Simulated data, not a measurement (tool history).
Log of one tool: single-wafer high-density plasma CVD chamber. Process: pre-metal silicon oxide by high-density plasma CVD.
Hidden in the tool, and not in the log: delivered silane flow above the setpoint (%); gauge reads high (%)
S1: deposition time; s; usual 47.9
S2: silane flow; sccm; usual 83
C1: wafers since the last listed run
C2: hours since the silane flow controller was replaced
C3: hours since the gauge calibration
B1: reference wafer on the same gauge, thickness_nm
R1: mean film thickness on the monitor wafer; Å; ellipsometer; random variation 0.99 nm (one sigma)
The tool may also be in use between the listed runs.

run,hour,S1,S2,C1,C2,C3,B1,R1
1,0,47.9,74,0,1885,385.1,449.589,3183.41
2,23.8,47.9,79,251,1908.8,408.9,450.422,3389.93
3,46.2,47.9,83,236,1931.2,431.3,450.003,3540.83
4,65.9,47.9,83,208,1950.9,451,450.252,3545.79
5,84.9,47.9,83,200,1969.9,470,449.8,3539.04
6,111.7,47.9,83,283,1996.7,496.8,450.414,3525.92
7,146.1,47.9,83,363,2031.1,531.2,450.176,3529.94
8,160.5,44.9,83,152,2045.5,545.6,449.933,3304.19
9,186,44.9,83,269,2071,571.1,450.299,3298.84
10,221.9,44.9,83,379,2106.9,607,449.966,3275.32
11,258.4,47.9,83,385,2143.4,643.5,449.662,3499.13
12,274.1,47.9,83,165,2159.1,659.2,450.568,3485.25
13,293.2,47.9,83,201,2178.2,678.3,450.31,3494.36
14,329,47.9,83,378,2214,714.1,449.894,3485.4
15,357.3,47.9,83,299,2242.3,742.4,450.109,3478.36
16,375,47.9,83,187,2260,760.1,449.897,3458.95
17,407.9,47.9,83,347,2292.9,793,449.692,3470.13
# hour 428.7: silane flow controller replaced
18,442.7,47.9,83,283,14,827.8,450.009,3782.98
19,462.9,40.8,96,213,34.2,848,450.038,3682.67
20,485,47.9,71,233,56.3,870.1,449.908,3252.76
21,505.3,47.9,83,214,76.6,890.4,450.18,3784.58
22,529.2,50.4,90,252,100.5,914.3,450.221,4288.32
23,542.2,47.9,83,137,113.5,927.3,450.135,3759.61
24,555.8,42.4,69,143,127.1,940.9,450.313,2801.46

Forecast run 25:
25,574.2,47.9,95,194,145.5,959.3,?,?

Run 25 gave B1 450.465, R1 4286.66 Å.
Without the tool's hidden state the same run would have given R1 4263.1 Å.

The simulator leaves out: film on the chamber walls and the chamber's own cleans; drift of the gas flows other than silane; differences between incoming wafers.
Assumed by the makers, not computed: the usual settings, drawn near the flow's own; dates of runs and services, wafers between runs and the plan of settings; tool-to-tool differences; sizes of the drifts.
